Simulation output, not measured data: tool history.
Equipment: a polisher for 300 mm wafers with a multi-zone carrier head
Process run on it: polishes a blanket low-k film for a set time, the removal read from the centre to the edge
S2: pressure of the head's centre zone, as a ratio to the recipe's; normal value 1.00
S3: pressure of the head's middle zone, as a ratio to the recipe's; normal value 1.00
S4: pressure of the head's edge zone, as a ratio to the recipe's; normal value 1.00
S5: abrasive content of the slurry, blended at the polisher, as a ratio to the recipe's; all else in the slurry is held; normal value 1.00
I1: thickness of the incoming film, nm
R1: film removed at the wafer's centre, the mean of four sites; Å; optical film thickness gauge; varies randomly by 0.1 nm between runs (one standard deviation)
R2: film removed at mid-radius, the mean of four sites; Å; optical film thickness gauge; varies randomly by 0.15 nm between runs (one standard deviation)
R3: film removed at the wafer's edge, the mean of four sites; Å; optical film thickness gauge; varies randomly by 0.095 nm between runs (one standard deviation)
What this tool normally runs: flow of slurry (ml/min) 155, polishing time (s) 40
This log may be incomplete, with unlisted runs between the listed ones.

{"run": 1, "hour": 0.0, "flow of slurry (ml/min)": 155, "S2": 1.0, "S3": 1.0, "S4": 1.07, "S5": 1.0, "polishing time (s)": 40, "I1": 611.0, "R1": 135, "R2": 134, "R3": 142}
{"run": 2, "hour": 97.5, "flow of slurry (ml/min)": 155, "S2": 1.0, "S3": 0.96, "S4": 1.0, "S5": 0.9, "polishing time (s)": 40, "I1": 618.6, "R1": 129, "R2": 126, "R3": 129}
{"hour": 135.4, "done": "worn pad replaced by a new one"}
{"run": 3, "hour": 205.5, "flow of slurry (ml/min)": 155, "S2": 1.0, "S3": 0.96, "S4": 1.0, "S5": 0.9, "polishing time (s)": 40, "I1": 597.8, "R1": 129, "R2": 124, "R3": 128}
{"hour": 239.8, "done": "slurry nozzle cleaned"}
{"run": 4, "hour": 313.1, "flow of slurry (ml/min)": 155, "S2": 1.0, "S3": 1.0, "S4": 1.0, "S5": 0.9, "polishing time (s)": 40, "I1": 614.5, "R1": 129, "R2": 128, "R3": 128}
{"run": 5, "hour": 392.3, "flow of slurry (ml/min)": 155, "S2": 1.0, "S3": 1.0, "S4": 1.0, "S5": 0.9, "polishing time (s)": 40, "I1": 609.9, "R1": 130, "R2": 128, "R3": 128}
{"hour": 450.3, "done": "worn pad replaced by a new one"}
{"run": 6, "hour": 459.4, "flow of slurry (ml/min)": 155, "S2": 1.0, "S3": 1.0, "S4": 1.0, "S5": 0.9, "polishing time (s)": 40, "I1": 608.9, "R1": 128, "R2": 127, "R3": 129}
{"run": 7, "hour": 539.2, "flow of slurry (ml/min)": 155, "S2": 1.0, "S3": 1.05, "S4": 1.0, "S5": 1.0, "polishing time (s)": 40, "I1": 613.3, "R1": 136, "R2": 140, "R3": 137}
{"hour": 596.1, "done": "centre zone pressure recalibrated"}
{"run": 8, "hour": 610.5, "flow of slurry (ml/min)": 155, "S2": 1.0, "S3": 1.05, "S4": 1.0, "S5": 1.0, "polishing time (s)": 40, "I1": 605.8, "R1": 136, "R2": 142, "R3": 136}
{"hour": 638.6, "done": "edge zone pressure recalibrated"}
{"run": 9, "hour": 688.1, "flow of slurry (ml/min)": 155, "S2": 1.06, "S3": 1.0, "S4": 0.9, "S5": 0.85, "polishing time (s)": 53, "I1": 607.0, "R1": 175, "R2": 165, "R3": 158}
{"hour": 726.5, "done": "worn pad replaced by a new one"}
{"run": 10, "hour": 799.1, "flow of slurry (ml/min)": 155, "S2": 1.06, "S3": 1.0, "S4": 1.0, "S5": 1.0, "polishing time (s)": 52, "I1": 615.6, "R1": 187, "R2": 177, "R3": 175}
{"hour": 1006.5, "done": "worn pad replaced by a new one"}
{"hour": 1047.9, "done": "carrier head's membrane replaced by a new one"}
{"run": 11, "hour": 1101.7, "flow of slurry (ml/min)": 155, "S2": 1.04, "S3": 0.91, "S4": 1.0, "S5": 1.0, "polishing time (s)": 40, "I1": 622.0, "R1": 139, "R2": 126, "R3": 135}
{"hour": 1110.8, "done": "slurry nozzle cleaned"}
{"run": 12, "hour": 1183.0, "flow of slurry (ml/min)": 155, "S2": 1.0, "S3": 1.0, "S4": 1.0, "S5": 1.0, "polishing time (s)": 40, "I1": 611.8, "R1": 137, "R2": 136, "R3": 136}
{"run": 13, "hour": 1269.9, "flow of slurry (ml/min)": 180, "S2": 1.0, "S3": 1.0, "S4": 0.9, "S5": 1.0, "polishing time (s)": 40, "I1": 604.4, "R1": 141, "R2": 139, "R3": 132}
{"run": 14, "hour": 1314.0, "flow of slurry (ml/min)": 155, "S2": 1.04, "S3": 0.91, "S4": 1.0, "S5": 1.0, "polishing time (s)": 40, "I1": 611.9, "R1": 140, "R2": 127, "R3": 136}
{"hour": 1333.3, "done": "worn pad replaced by a new one"}
{"run": 15, "hour": 1396.6, "flow of slurry (ml/min)": 155, "S2": 1.0, "S3": 1.0, "S4": 1.0, "S5": 1.0, "polishing time (s)": 40, "I1": 619.1, "R1": 137, "R2": 135, "R3": 136}
{"run": 16, "hour": 1482.8, "flow of slurry (ml/min)": 155, "S2": 1.0, "S3": 1.0, "S4": 0.89, "S5": 1.0, "polishing time (s)": 32, "I1": 608.8, "R1": 109, "R2": 109, "R3": 101}
{"hour": 1508.6, "done": "edge zone pressure recalibrated"}
{"run": 17, "hour": 1525.6, "flow of slurry (ml/min)": 170, "S2": 1.0, "S3": 1.11, "S4": 1.0, "S5": 0.85, "polishing time (s)": 35, "I1": 607.2, "R1": 111, "R2": 123, "R3": 109}

Forecast each of these 5 alternatives for the next run:
{"run": "A", "hour": 1526.0, "flow of slurry (ml/min)": 155, "S2": 1.0, "S3": 1.0, "S4": 1.0, "S5": 1.0, "polishing time (s)": 40, "I1": 610.6, "R1": "?", "R2": "?", "R3": "?"}
{"run": "B", "hour": 1526.0, "flow of slurry (ml/min)": 155, "S2": 1.0, "S3": 0.96, "S4": 1.0, "S5": 1.0, "polishing time (s)": 40, "I1": 610.6, "R1": "?", "R2": "?", "R3": "?"}
{"run": "C", "hour": 1526.0, "flow of slurry (ml/min)": 155, "S2": 0.9, "S3": 1.0, "S4": 1.0, "S5": 1.0, "polishing time (s)": 40, "I1": 610.6, "R1": "?", "R2": "?", "R3": "?"}
{"run": "D", "hour": 1526.0, "flow of slurry (ml/min)": 185, "S2": 1.06, "S3": 1.11, "S4": 1.0, "S5": 1.0, "polishing time (s)": 40, "I1": 610.6, "R1": "?", "R2": "?", "R3": "?"}
{"run": "E", "hour": 1526.0, "flow of slurry (ml/min)": 155, "S2": 1.0, "S3": 1.0, "S4": 0.91, "S5": 1.15, "polishing time (s)": 27, "I1": 610.6, "R1": "?", "R2": "?", "R3": "?"}

run=A R1=136 R2=137 R3=135
run=B R1=136 R2=133 R3=135
run=C R1=125 R2=137 R3=135
run=D R1=149 R2=154 R3=138
run=E R1=98 R2=99 R3=94
Had the tool no hidden state, the same runs would have come out as:
run=A R1=136 R2=137 R3=135
run=B R1=136 R2=133 R3=135
run=C R1=125 R2=137 R3=135
run=D R1=149 R2=154 R3=138
run=E R1=98 R2=99 R3=94
